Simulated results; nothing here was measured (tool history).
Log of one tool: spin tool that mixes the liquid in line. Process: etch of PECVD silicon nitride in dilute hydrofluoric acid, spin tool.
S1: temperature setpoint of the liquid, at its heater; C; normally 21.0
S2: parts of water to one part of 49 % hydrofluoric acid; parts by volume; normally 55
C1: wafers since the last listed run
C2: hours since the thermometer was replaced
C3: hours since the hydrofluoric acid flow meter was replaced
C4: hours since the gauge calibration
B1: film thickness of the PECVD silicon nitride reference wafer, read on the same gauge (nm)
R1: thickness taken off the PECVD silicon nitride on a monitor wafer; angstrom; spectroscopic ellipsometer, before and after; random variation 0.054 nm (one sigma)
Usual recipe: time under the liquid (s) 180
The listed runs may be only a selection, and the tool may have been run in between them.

run 1 hour=0.0 | S1=23.0 S2=55 time_under_the_liquid_(s)=180 | C1=0 C2=2055.5 C3=754.5 C4=322.6 | B1=110.00 | R1=96.3
run 2 hour=6.1 | S1=23.0 S2=55 time_under_the_liquid_(s)=180 | C1=43 C2=2061.6 C3=760.6 C4=328.7 | B1=110.00 | R1=95.3
run 3 hour=19.8 | S1=23.0 S2=55 time_under_the_liquid_(s)=180 | C1=96 C2=2075.3 C3=774.3 C4=342.4 | B1=109.99 | R1=95.7
run 4 hour=27.2 | S1=21.0 S2=55 time_under_the_liquid_(s)=180 | C1=52 C2=2082.7 C3=781.7 C4=349.8 | B1=109.97 | R1=83.4
run 5 hour=33.6 | S1=21.0 S2=55 time_under_the_liquid_(s)=180 | C1=45 C2=2089.1 C3=788.1 C4=356.2 | B1=110.00 | R1=83.5
run 6 hour=50.9 | S1=21.0 S2=55 time_under_the_liquid_(s)=180 | C1=122 C2=2106.4 C3=805.4 C4=373.5 | B1=110.00 | R1=82.1
run 7 hour=62.7 | S1=21.0 S2=40 time_under_the_liquid_(s)=180 | C1=83 C2=2118.2 C3=817.2 C4=385.3 | B1=110.00 | R1=113.8
run 8 hour=75.2 | S1=21.0 S2=40 time_under_the_liquid_(s)=180 | C1=88 C2=2130.7 C3=829.7 C4=397.8 | B1=110.00 | R1=112.7
run 9 hour=81.9 | S1=21.0 S2=40 time_under_the_liquid_(s)=180 | C1=47 C2=2137.4 C3=836.4 C4=404.5 | B1=109.99 | R1=112.3
run 10 hour=97.4 | S1=21.0 S2=55 time_under_the_liquid_(s)=180 | C1=109 C2=2152.9 C3=851.9 C4=420.0 | B1=110.01 | R1=83.7
run 11 hour=106.7 | S1=21.0 S2=55 time_under_the_liquid_(s)=180 | C1=65 C2=2162.2 C3=861.2 C4=429.3 | B1=110.02 | R1=82.7
run 12 hour=116.4 | S1=21.0 S2=55 time_under_the_liquid_(s)=180 | C1=68 C2=2171.9 C3=870.9 C4=439.0 | B1=110.00 | R1=83.1
run 13 hour=130.1 | S1=25.0 S2=25 time_under_the_liquid_(s)=270 | C1=96 C2=2185.6 C3=884.6 C4=452.7 | B1=110.00 | R1=351.9
run 14 hour=137.6 | S1=21.0 S2=55 time_under_the_liquid_(s)=180 | C1=52 C2=2193.1 C3=892.1 C4=460.2 | B1=110.01 | R1=82.2
run 15 hour=149.5 | S1=25.0 S2=30 time_under_the_liquid_(s)=100 | C1=84 C2=2205.0 C3=904.0 C4=472.1 | B1=110.00 | R1=108.4
-- hour=166.5 thermometer replaced
run 16 hour=167.0 | S1=23.0 S2=45 time_under_the_liquid_(s)=105 | C1=116 C2=0.5 C3=921.5 C4=489.6 | B1=110.01 | R1=61.3
run 17 hour=184.0 | S1=21.0 S2=55 time_under_the_liquid_(s)=180 | C1=120 C2=17.5 C3=938.5 C4=506.6 | B1=110.01 | R1=73.5
run 18 hour=198.4 | S1=21.0 S2=65 time_under_the_liquid_(s)=180 | C1=101 C2=31.9 C3=952.9 C4=521.0 | B1=110.00 | R1=62.4
run 19 hour=210.5 | S1=21.0 S2=40 time_under_the_liquid_(s)=180 | C1=85 C2=44.0 C3=965.0 C4=533.1 | B1=109.98 | R1=100.9
run 20 hour=221.2 | S1=21.0 S2=55 time_under_the_liquid_(s)=280 | C1=75 C2=54.7 C3=975.7 C4=543.8 | B1=110.01 | R1=116.6
-- hour=230.2 gauge calibrated
run 21 hour=232.4 | S1=22.5 S2=55 time_under_the_liquid_(s)=180 | C1=79 C2=65.9 C3=986.9 C4=2.2 | B1=109.99 | R1=80.9
-- hour=235.9 hydrofluoric acid flow meter replaced
run 22 hour=240.9 | S1=21.0 S2=55 time_under_the_liquid_(s)=180 | C1=52 C2=74.4 C3=5.0 C4=10.7 | B1=109.99 | R1=73.5
run 23 hour=251.4 | S1=17.0 S2=75 time_under_the_liquid_(s)=275 | C1=74 C2=84.9 C3=15.5 C4=21.2 | B1=109.99 | R1=62.6
run 24 hour=258.9 | S1=21.0 S2=55 time_under_the_liquid_(s)=260 | C1=52 C2=92.4 C3=23.0 C4=28.7 | B1=110.00 | R1=105.3
run 25 hour=272.5 | S1=24.5 S2=70 time_under_the_liquid_(s)=180 | C1=96 C2=106.0 C3=36.6 C4=42.3 | B1=109.99 | R1=74.4
-- hour=278.1 thermometer replaced, repeated, since the last time left the tool worse
run 26 hour=281.5 | S1=21.0 S2=55 time_under_the_liquid_(s)=180 | C1=56 C2=3.4 C3=45.6 C4=51.3 | B1=110.00 | R1=90.2
run 27 hour=289.5 | S1=25.5 S2=55 time_under_the_liquid_(s)=180 | C1=56 C2=11.4 C3=53.6 C4=59.3 | B1=109.99 | R1=122.8
run 28 hour=296.7 | S1=23.5 S2=45 time_under_the_liquid_(s)=180 | C1=50 C2=18.6 C3=60.8 C4=66.5 | B1=109.99 | R1=129.6
run 29 hour=305.7 | S1=21.0 S2=55 time_under_the_liquid_(s)=180 | C1=63 C2=27.6 C3=69.8 C4=75.5 | B1=110.00 | R1=90.0
run 30 hour=315.7 | S1=21.0 S2=55 time_under_the_liquid_(s)=180 | C1=70 C2=37.6 C3=79.8 C4=85.5 | B1=109.99 | R1=90.3
run 31 hour=323.6 | S1=21.0 S2=55 time_under_the_liquid_(s)=255 | C1=55 C2=45.5 C3=87.7 C4=93.4 | B1=110.00 | R1=127.8
run 32 hour=334.6 | S1=21.0 S2=45 time_under_the_liquid_(s)=235 | C1=77 C2=56.5 C3=98.7 C4=104.4 | B1=109.99 | R1=143.2
run 33 hour=350.8 | S1=19.5 S2=55 time_under_the_liquid_(s)=80 | C1=114 C2=72.7 C3=114.9 C4=120.6 | B1=110.01 | R1=36.2

Table of differences, measured result less the result of that run with no hidden state. Run-to-run variation is the same in both. Gauge scatter possibly is not:
Hidden state at play: liquid colder than its thermometer reads (K); hydrofluoric acid flow below the setpoint (%); gauge reads high (%).
run=1 R1=-10.8
run=2 R1=-10.6
run=3 R1=-10.7
run=4 R1=-9.6
run=5 R1=-9.6
run=6 R1=-9.5
run=7 R1=-13.3
run=8 R1=-13.3
run=9 R1=-13.4
run=10 R1=-9.9
run=11 R1=-9.8
run=12 R1=-10.0
run=13 R1=-41.7
run=14 R1=-9.9
run=15 R1=-12.9
run=16 R1=-15.0
run=17 R1=-18.2
run=18 R1=-15.5
run=19 R1=-25.4
run=20 R1=-29.3
run=21 R1=-20.1
run=22 R1=-18.6
run=23 R1=-16.2
run=24 R1=-26.7
run=25 R1=-18.2
run=26 R1=-2.1
run=27 R1=-2.9
run=28 R1=-3.1
run=29 R1=-2.2
run=30 R1=-2.3
run=31 R1=-3.3
run=32 R1=-3.8
run=33 R1=-1.0
